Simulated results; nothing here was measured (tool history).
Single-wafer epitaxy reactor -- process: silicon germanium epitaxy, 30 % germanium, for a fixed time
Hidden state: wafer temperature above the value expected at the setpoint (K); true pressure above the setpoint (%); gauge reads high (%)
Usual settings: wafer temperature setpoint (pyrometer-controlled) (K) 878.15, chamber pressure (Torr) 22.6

run	day	wafer temperature setpoint (pyrometer-controlled) (K)	chamber pressure (Torr)	wafers since the last listed run	hours since the last pyrometer calibration	hours since the last manometer calibration	hours since the showerhead was replaced	hours since the gauge calibration	read-back reference wafer on the same gauge, thickness_nm	mean film thickness on the monitor wafer (nm)
1	0.000	878.15	24.1	0	2153.7	2648.7	4896.7	61.3	47.656	62.531
2	0.696	878.15	24.1	223	2170.4	2665.4	4913.4	78.0	47.706	62.340
3	2.138	878.15	24.1	463	2205.0	2700.0	4948.0	112.6	47.639	62.461
4	2.700	867.15	22.6	180	2218.5	2713.5	4961.5	126.1	47.720	49.720
# day 3.700: capacitance manometer re-zeroed and calibrated
5	3.721	878.15	22.6	220	2243.0	0.5	4986.0	150.6	47.667	59.781
# day 3.983: gauge calibrated
# day 5.075: pyrometer calibrated
6	5.129	878.15	22.6	345	1.3	34.3	5019.8	27.5	47.779	54.918
# day 6.138: showerhead replaced
7	6.267	878.15	22.6	258	28.6	61.6	3.1	54.8	47.701	54.958
8	7.200	878.15	27.1	299	51.0	84.0	25.5	77.2	47.685	62.057
9	8.242	889.15	27.4	334	76.0	109.0	50.5	102.2	47.681	75.372
10	9.062	878.15	22.6	263	95.7	128.7	70.2	121.9	47.734	55.596
11	9.588	878.15	20.3	168	108.3	141.3	82.8	134.5	47.722	51.569
12	10.404	878.15	22.6	262	127.9	160.9	102.4	154.1	47.716	55.480
13	11.275	888.15	20.2	279	148.8	181.8	123.3	175.0	47.753	60.642
# day 11.400: gauge calibrated
14	11.958	873.15	21.0	219	165.2	198.2	139.7	13.4	47.681	48.654

Each row is a separate what-if for the run after 14, all from the same tool condition, not one after another. Results?
A	11.975	878.15	22.6	5	165.6	198.6	140.1	13.8	?	?
B	11.975	878.15	18.0	5	165.6	198.6	140.1	13.8	?	?
C	11.975	870.15	21.1	5	165.6	198.6	140.1	13.8	?	?
D	11.975	884.15	24.8	5	165.6	198.6	140.1	13.8	?	?

run	read-back reference wafer on the same gauge, thickness_nm	mean film thickness on the monitor wafer (nm)
A	47.668	55.768
B	47.668	47.056
C	47.668	46.398
D	47.668	65.561
Stripped of hidden state, with their random variation kept, the same runs would have yielded:
run	mean film thickness on the monitor wafer (nm)
A	54.650
B	46.112
C	45.452
D	64.263
